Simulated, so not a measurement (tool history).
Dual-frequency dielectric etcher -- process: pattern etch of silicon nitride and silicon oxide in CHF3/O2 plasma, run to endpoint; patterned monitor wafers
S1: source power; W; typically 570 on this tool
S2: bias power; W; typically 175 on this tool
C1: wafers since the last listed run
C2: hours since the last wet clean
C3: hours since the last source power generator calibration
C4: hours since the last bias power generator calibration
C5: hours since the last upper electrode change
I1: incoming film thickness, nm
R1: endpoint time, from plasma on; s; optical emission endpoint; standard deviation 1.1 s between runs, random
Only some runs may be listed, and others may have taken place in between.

run 1 day=0 | S1=570 S2=175 | C1=0 C2=499.8 C3=3356.1 C4=1882.9 C5=2139.5 | I1=212.6 | R1=150.8
run 2 day=2.679 | S1=520 S2=145 | C1=582 C2=564.1 C3=3420.4 C4=1947.2 C5=2203.8 | I1=212.3 | R1=161.1
run 3 day=6.242 | S1=570 S2=175 | C1=774 C2=649.6 C3=3505.9 C4=2032.7 C5=2289.3 | I1=211.6 | R1=148.9
-- day=7.75 wet clean of the chamber
run 4 day=12.558 | S1=570 S2=175 | C1=1155 C2=115.4 C3=3657.5 C4=2184.3 C5=2440.9 | I1=212.4 | R1=149.9
run 5 day=14.804 | S1=570 S2=162 | C1=487 C2=169.3 C3=3711.4 C4=2238.2 C5=2494.8 | I1=213.2 | R1=153.1
run 6 day=17.521 | S1=570 S2=162 | C1=590 C2=234.5 C3=3776.6 C4=2303.4 C5=2560 | I1=213.9 | R1=153.4
run 7 day=19.133 | S1=570 S2=162 | C1=350 C2=273.2 C3=3815.3 C4=2342.1 C5=2598.7 | I1=213.5 | R1=151.8
run 8 day=23.071 | S1=640 S2=201 | C1=855 C2=367.7 C3=3909.8 C4=2436.6 C5=2693.2 | I1=213.1 | R1=138.4
run 9 day=25.929 | S1=670 S2=185 | C1=621 C2=436.3 C3=3978.4 C4=2505.2 C5=2761.8 | I1=212.2 | R1=136.5
run 10 day=28.767 | S1=570 S2=192 | C1=616 C2=504.4 C3=4046.5 C4=2573.3 C5=2829.9 | I1=212.6 | R1=146.4
-- day=33.967 wet clean of the chamber
run 11 day=40.475 | S1=570 S2=192 | C1=2326 C2=156.2 C3=4327.5 C4=2854.3 C5=3110.9 | I1=211.4 | R1=146.6
-- day=41.446 source power generator calibrated
run 12 day=44.942 | S1=570 S2=192 | C1=934 C2=263.4 C3=83.9 C4=2961.5 C5=3218.1 | I1=212 | R1=147
-- day=49.675 upper electrode replaced
run 13 day=49.696 | S1=450 S2=132 | C1=815 C2=377.5 C3=198 C4=3075.6 C5=0.5 | I1=212 | R1=175.8
run 14 day=51.525 | S1=520 S2=195 | C1=397 C2=421.4 C3=241.9 C4=3119.5 C5=44.4 | I1=213.4 | R1=151.4
run 15 day=54.088 | S1=570 S2=175 | C1=556 C2=482.9 C3=303.4 C4=3181 C5=105.9 | I1=211.2 | R1=149.5
run 16 day=56 | S1=520 S2=151 | C1=415 C2=528.8 C3=349.3 C4=3226.9 C5=151.8 | I1=213.4 | R1=162
run 17 day=57.592 | S1=570 S2=205 | C1=345 C2=567 C3=387.5 C4=3265.1 C5=190 | I1=212.4 | R1=145
-- day=58.4 bias power generator calibrated
run 18 day=61.354 | S1=440 S2=156 | C1=781 C2=657.3 C3=477.8 C4=70.9 C5=280.3 | I1=211.9 | R1=169.1
-- day=63.796 wet clean of the chamber
run 19 day=65.538 | S1=620 S2=157 | C1=691 C2=41.8 C3=578.2 C4=171.3 C5=380.7 | I1=214.4 | R1=148.9
run 20 day=67.208 | S1=570 S2=175 | C1=363 C2=81.9 C3=618.3 C4=211.4 C5=420.8 | I1=212.8 | R1=149
run 21 day=69.333 | S1=620 S2=152 | C1=461 C2=132.9 C3=669.3 C4=262.4 C5=471.8 | I1=213 | R1=148.9
run 22 day=73.692 | S1=510 S2=133 | C1=946 C2=237.5 C3=773.9 C4=367 C5=576.4 | I1=214 | R1=167.1
run 23 day=76.096 | S1=570 S2=132 | C1=522 C2=295.2 C3=831.6 C4=424.7 C5=634.1 | I1=212.2 | R1=159.5
run 24 day=79.338 | S1=520 S2=195 | C1=704 C2=373 C3=909.4 C4=502.5 C5=711.9 | I1=211.9 | R1=150.2
run 25 day=81.062 | S1=570 S2=175 | C1=374 C2=414.4 C3=950.8 C4=543.9 C5=753.3 | I1=214.2 | R1=148.5

What the log doesn't show, run by run:
etch rate over this chamber's usual, %: 0, the same for each run
source power that arrives over what is set, %: 0, the same for each run
bias power that arrives over what is set, %: 0, the same for each run

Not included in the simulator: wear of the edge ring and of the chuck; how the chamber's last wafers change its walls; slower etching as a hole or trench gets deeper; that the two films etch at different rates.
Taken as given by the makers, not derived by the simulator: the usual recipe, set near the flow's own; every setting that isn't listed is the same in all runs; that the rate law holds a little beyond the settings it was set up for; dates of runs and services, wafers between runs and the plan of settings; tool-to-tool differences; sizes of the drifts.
